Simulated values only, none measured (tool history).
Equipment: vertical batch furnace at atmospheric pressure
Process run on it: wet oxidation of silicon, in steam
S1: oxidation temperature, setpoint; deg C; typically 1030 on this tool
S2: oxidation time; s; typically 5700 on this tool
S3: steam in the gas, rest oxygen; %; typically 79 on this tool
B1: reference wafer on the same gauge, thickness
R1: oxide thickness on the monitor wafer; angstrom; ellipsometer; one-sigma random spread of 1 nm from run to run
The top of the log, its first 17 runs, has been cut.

run   hour    S1    S2  S3      B1      R1
 18  275.2  1052  5700  74  635.29  7049.7
 19  289.5  1030  8550  84  635.09  8641.3
 20  302.9  1030  5700  90  635.16  7181.3
 21  326.6  1030  5700  79  635.35  6651.6
 22  347.8  1030  8430  79   635.2  8310.8
 23  358.7  1030  7080  71  635.16    7092
     394.3  -- thermocouples replaced and temperature profile calibrated
 24  394.8  1030  5700  79  635.01  6655.3
 25  400.5  1030  5700  75  634.83    6462
 26  406.2  1030  3570  79  635.06  5091.1
 27  413.1  1030  5700  79  635.16  6668.6
 28  434.1  1030  5700  79  635.13  6665.9
 29  449.8  1007  6690  70   635.5  6137.3
 30  463.7  1030  6810  79  635.29    7343
 31  486.8  1041  7350  91  635.47  8677.4
 32  500.4  1048  5700  87  634.93  7551.5
 33    520  1042  6450  70  634.86  7018.9
       542  -- gauge calibrated
 34  543.6  1030  5700  79  635.05  6639.5
 35  555.5  1030  5700  79  634.79  6648.5
 36    574  1030  5700  79  635.02  6648.2
 37  586.4  1030  8070  71  635.18  7620.2

Here are 5 independent what-if runs from the current tool condition. What would each one return?
  A  592.2  1030  5700  91   ?   ?
  B  592.2  1015  3870  79   ?   ?
  C  592.2  1042  2970  79   ?   ?
  D  592.2  1030  5700  88   ?   ?
  E  592.2  1021  6510  90   ?   ?

run      B1      R1
  A  635.23  7205.1
  B  635.23  4956.4
  C  635.23  4834.6
  D  635.23  7070.5
  E  635.23  7426.2
With the hidden condition removed and each run's random variation left untouched, the same runs would have given:
run      R1
  A  7260.5
  B  4996.6
  C  4872.7
  D  7124.9
  E  7483.6
